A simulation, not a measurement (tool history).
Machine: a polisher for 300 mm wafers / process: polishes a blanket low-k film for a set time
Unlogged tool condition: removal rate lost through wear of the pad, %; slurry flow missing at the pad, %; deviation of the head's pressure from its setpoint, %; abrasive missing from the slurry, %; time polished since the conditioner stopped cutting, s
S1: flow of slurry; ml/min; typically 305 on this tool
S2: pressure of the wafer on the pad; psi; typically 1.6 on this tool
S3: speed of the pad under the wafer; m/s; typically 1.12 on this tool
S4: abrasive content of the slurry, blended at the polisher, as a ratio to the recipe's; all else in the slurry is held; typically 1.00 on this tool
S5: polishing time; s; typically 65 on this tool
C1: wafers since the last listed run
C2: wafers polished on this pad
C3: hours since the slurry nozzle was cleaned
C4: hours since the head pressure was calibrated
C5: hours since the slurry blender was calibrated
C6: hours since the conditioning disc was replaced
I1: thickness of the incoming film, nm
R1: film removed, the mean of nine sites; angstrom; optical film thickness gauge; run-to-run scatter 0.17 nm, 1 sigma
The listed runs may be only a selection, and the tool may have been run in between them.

run	hour	S1	S2	S3	S4	S5	C1	C2	C3	C4	C5	C6	I1	R1
1	0.0	220	1.6	1.12	1.00	65	0	1467	9.9	994.7	383.7	174.0	643.6	193
# hour 7.3: slurry blender recalibrated
# hour 20.4: worn pad replaced by a new one, of another model than before
2	20.9	305	1.6	1.12	1.00	65	145	4	30.8	1015.6	13.6	194.9	637.1	219
3	35.8	305	1.6	1.12	1.00	65	145	150	45.7	1030.5	28.5	209.8	642.9	217
4	51.1	305	1.6	0.84	0.85	65	149	299	61.0	1045.8	43.8	225.1	649.7	180
# hour 64.1: conditioning disc replaced and pad reconditioned
5	85.5	305	1.6	0.84	0.85	65	316	615	95.4	1080.2	78.2	21.4	631.9	176
6	111.0	305	1.6	1.12	1.00	83	248	864	120.9	1105.7	103.7	46.9	649.5	268
7	124.5	305	1.6	1.12	1.00	65	131	995	134.4	1119.2	117.2	60.4	634.4	205
8	152.4	215	1.6	1.34	1.25	65	272	1267	162.3	1147.1	145.1	88.3	638.4	225
9	170.2	305	1.8	1.12	1.00	65	173	1441	180.1	1164.9	162.9	106.1	633.5	215
# hour 177.5: worn pad replaced by a new one
10	201.4	305	1.6	1.12	1.00	65	265	232	211.3	1196.1	194.1	137.3	633.4	217
11	219.1	305	1.6	1.12	1.00	65	172	405	229.0	1213.8	211.8	155.0	640.5	217
12	254.7	305	1.6	1.26	1.20	65	347	752	264.6	1249.4	247.4	190.6	640.7	237
# hour 279.8: conditioning disc replaced and pad reconditioned
13	280.3	305	1.6	1.38	1.20	47	230	982	290.2	1275.0	273.0	0.5	651.1	177
14	307.5	305	1.6	1.00	1.30	65	265	1248	317.4	1302.2	300.2	27.7	640.2	216
15	330.0	305	2.0	1.12	0.90	65	219	1467	339.9	1324.7	322.7	50.2	637.5	223
16	350.4	335	1.6	1.12	0.75	65	199	1666	360.3	1345.1	343.1	70.6	646.4	180
# hour 362.2: worn pad replaced by a new one
17	370.2	365	1.3	0.98	0.85	65	154	77	380.1	1364.9	362.9	90.4	629.2	174
# hour 387.9: head pressure recalibrated
18	388.7	400	1.6	1.12	1.00	65	160	238	398.6	0.8	381.4	108.9	645.2	225
# hour 397.1: slurry nozzle cleaned
# hour 408.9: slurry blender recalibrated
19	423.6	305	1.6	1.12	1.00	65	311	549	26.5	35.7	14.7	143.8	643.9	214
20	453.1	305	1.6	0.92	1.00	65	287	837	56.0	65.2	44.2	173.3	637.4	193
21	476.7	305	1.6	1.12	1.00	65	230	1067	79.6	88.8	67.8	196.9	633.9	206
22	504.8	335	1.8	1.50	1.00	43	274	1341	107.7	116.9	95.9	225.0	631.6	168

For run 23, what comes out?
# hour 531.2: conditioning disc replaced and pad reconditioned
23	540.0	305	1.6	1.32	0.80	65	323	1665	142.9	152.1	131.1	8.8	632.1	?

Run 23 produced R1 194 angstrom.
Without the tool's hidden state the same run would have given R1 217 angstrom.
